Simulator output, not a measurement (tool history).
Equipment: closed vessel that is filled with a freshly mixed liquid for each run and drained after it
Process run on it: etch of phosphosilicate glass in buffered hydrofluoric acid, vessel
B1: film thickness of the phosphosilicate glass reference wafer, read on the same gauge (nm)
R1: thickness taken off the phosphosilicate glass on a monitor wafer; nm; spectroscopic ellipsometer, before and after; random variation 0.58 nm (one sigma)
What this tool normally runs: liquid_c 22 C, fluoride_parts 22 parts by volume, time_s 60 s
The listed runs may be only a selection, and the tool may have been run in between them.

{"run": 1, "hour": 0.0, "liquid_c": 22, "fluoride_parts": 22, "time_s": 60, "B1": 80.01, "R1": 107.14}
{"run": 2, "hour": 16.9, "liquid_c": 22, "fluoride_parts": 22, "time_s": 60, "B1": 80.01, "R1": 106.82}
{"run": 3, "hour": 29.4, "liquid_c": 22, "fluoride_parts": 22, "time_s": 60, "B1": 80.03, "R1": 107.69}
{"run": 4, "hour": 46.5, "liquid_c": 22, "fluoride_parts": 22, "time_s": 60, "B1": 80.01, "R1": 106.93}
{"run": 5, "hour": 59.9, "liquid_c": 22, "fluoride_parts": 22, "time_s": 60, "B1": 80, "R1": 105.75}
{"run": 6, "hour": 66.4, "liquid_c": 22, "fluoride_parts": 22, "time_s": 60, "B1": 79.99, "R1": 105.72}
{"hour": 72.1, "done": "gauge calibrated"}
{"run": 7, "hour": 81.0, "liquid_c": 22, "fluoride_parts": 22, "time_s": 60, "B1": 79.97, "R1": 104.56}
{"run": 8, "hour": 88.1, "liquid_c": 25, "fluoride_parts": 22, "time_s": 50, "B1": 79.98, "R1": 104.55}
{"run": 9, "hour": 102.5, "liquid_c": 22, "fluoride_parts": 22, "time_s": 60, "B1": 80, "R1": 105.35}
{"run": 10, "hour": 115.5, "liquid_c": 22, "fluoride_parts": 22, "time_s": 60, "B1": 80, "R1": 105.57}
{"run": 11, "hour": 123.9, "liquid_c": 22, "fluoride_parts": 22, "time_s": 60, "B1": 79.96, "R1": 104.08}
{"run": 12, "hour": 135.6, "liquid_c": 19.5, "fluoride_parts": 26.5, "time_s": 60, "B1": 80.01, "R1": 80.18}
{"run": 13, "hour": 142.6, "liquid_c": 22, "fluoride_parts": 22, "time_s": 60, "B1": 79.97, "R1": 104.96}
{"hour": 148.6, "done": "thermometer replaced"}
{"run": 14, "hour": 156.0, "liquid_c": 22, "fluoride_parts": 29, "time_s": 60, "B1": 80.03, "R1": 97.63}
{"run": 15, "hour": 173.8, "liquid_c": 18, "fluoride_parts": 29, "time_s": 40, "B1": 80.01, "R1": 51.86}
{"run": 16, "hour": 190.5, "liquid_c": 22, "fluoride_parts": 25.5, "time_s": 35, "B1": 80.01, "R1": 62.22}
{"hour": 195.5, "done": "hydrofluoric acid flow meter replaced"}
{"run": 17, "hour": 206.4, "liquid_c": 26, "fluoride_parts": 26.5, "time_s": 90, "B1": 80, "R1": 195.07}
{"run": 18, "hour": 221.9, "liquid_c": 22, "fluoride_parts": 22, "time_s": 60, "B1": 80.03, "R1": 116.81}
{"run": 19, "hour": 239.1, "liquid_c": 26, "fluoride_parts": 22, "time_s": 35, "B1": 80, "R1": 85.18}
{"run": 20, "hour": 251.5, "liquid_c": 22, "fluoride_parts": 28.5, "time_s": 45, "B1": 80.02, "R1": 73.53}
{"hour": 256.7, "done": "gauge calibrated"}
{"run": 21, "hour": 301.3, "liquid_c": 19, "fluoride_parts": 14.5, "time_s": 50, "B1": 79.98, "R1": 121.44}
{"run": 22, "hour": 316.1, "liquid_c": 22, "fluoride_parts": 22, "time_s": 60, "B1": 80, "R1": 116.18}
{"run": 23, "hour": 328.6, "liquid_c": 22, "fluoride_parts": 22, "time_s": 90, "B1": 80, "R1": 173.9}

Branching from run 23: 5 alternative next runs. What would each branch give?
{"run": "A", "hour": 329.3, "liquid_c": 22, "fluoride_parts": 22, "time_s": 45, "B1": "?", "R1": "?"}
{"run": "B", "hour": 329.3, "liquid_c": 23.5, "fluoride_parts": 22, "time_s": 60, "B1": "?", "R1": "?"}
{"run": "C", "hour": 329.3, "liquid_c": 19, "fluoride_parts": 22, "time_s": 60, "B1": "?", "R1": "?"}
{"run": "D", "hour": 329.3, "liquid_c": 22, "fluoride_parts": 22, "time_s": 40, "B1": "?", "R1": "?"}
{"run": "E", "hour": 329.3, "liquid_c": 22, "fluoride_parts": 22, "time_s": 75, "B1": "?", "R1": "?"}

run=A B1=80.01 R1=87.38
run=B B1=80.01 R1=126.6
run=C B1=80.01 R1=98.43
run=D B1=80.01 R1=77.67
run=E B1=80.01 R1=145.63
With no hidden state in the tool, these same runs would have given:
run=A R1=89.79
run=B R1=130.06
run=C R1=101.2
run=D R1=79.81
run=E R1=149.65
